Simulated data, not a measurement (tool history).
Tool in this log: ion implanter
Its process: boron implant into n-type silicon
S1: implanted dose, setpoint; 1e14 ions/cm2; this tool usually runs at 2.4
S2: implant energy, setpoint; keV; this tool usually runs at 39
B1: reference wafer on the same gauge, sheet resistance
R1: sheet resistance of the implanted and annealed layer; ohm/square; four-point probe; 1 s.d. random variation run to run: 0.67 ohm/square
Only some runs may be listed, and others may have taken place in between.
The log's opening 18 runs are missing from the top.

run	day	S1	S2	B1	R1
19	9.104	2.09	27	348.01	464.28
20	9.525	2.87	49	348.04	336.31
21	10.079	1.95	39	348.19	468.74
22	10.362	1.87	49	347.83	468.31
23	10.775	2.82	30	348.15	361.56
24	11.45	1.74	31.5	348.03	527.13
# day 12.342: Faraday cup replaced and dose calibrated
25	12.362	2.4	39	347.94	383.37
26	12.379	2.4	39	348.13	383.95
27	12.875	2.4	39	348.12	384.21
28	13.212	2.4	39	347.89	385.42
29	13.867	2.16	39	347.93	417.41
30	14.417	2.69	52	347.97	338.86
31	14.862	2.4	52	348.15	370.19
# day 15.225: gauge calibrated
32	15.508	2.15	35	347.84	423.52
33	16.067	2.4	39	348.23	384.86
34	16.558	2.4	32	348.03	392.82
35	17.217	2.02	46.5	347.96	429.14
36	17.629	2.77	44	348.31	338.99
37	18.217	2.7	51	348.19	339.75

4 options for the next run, each taken on its own from the tool as it stands now. Forecast them:
A	18.233	2.4	39	?	?
B	18.233	2.2	34	?	?
C	18.233	2.15	51	?	?
D	18.233	2.17	45	?	?

run	B1	R1
A	348.1	385.01
B	348.1	419.42
C	348.1	404.4
D	348.1	408.71
Had the tool no hidden state, the same runs would have come out as:
run	R1
A	383.96
B	418.28
C	403.34
D	407.63
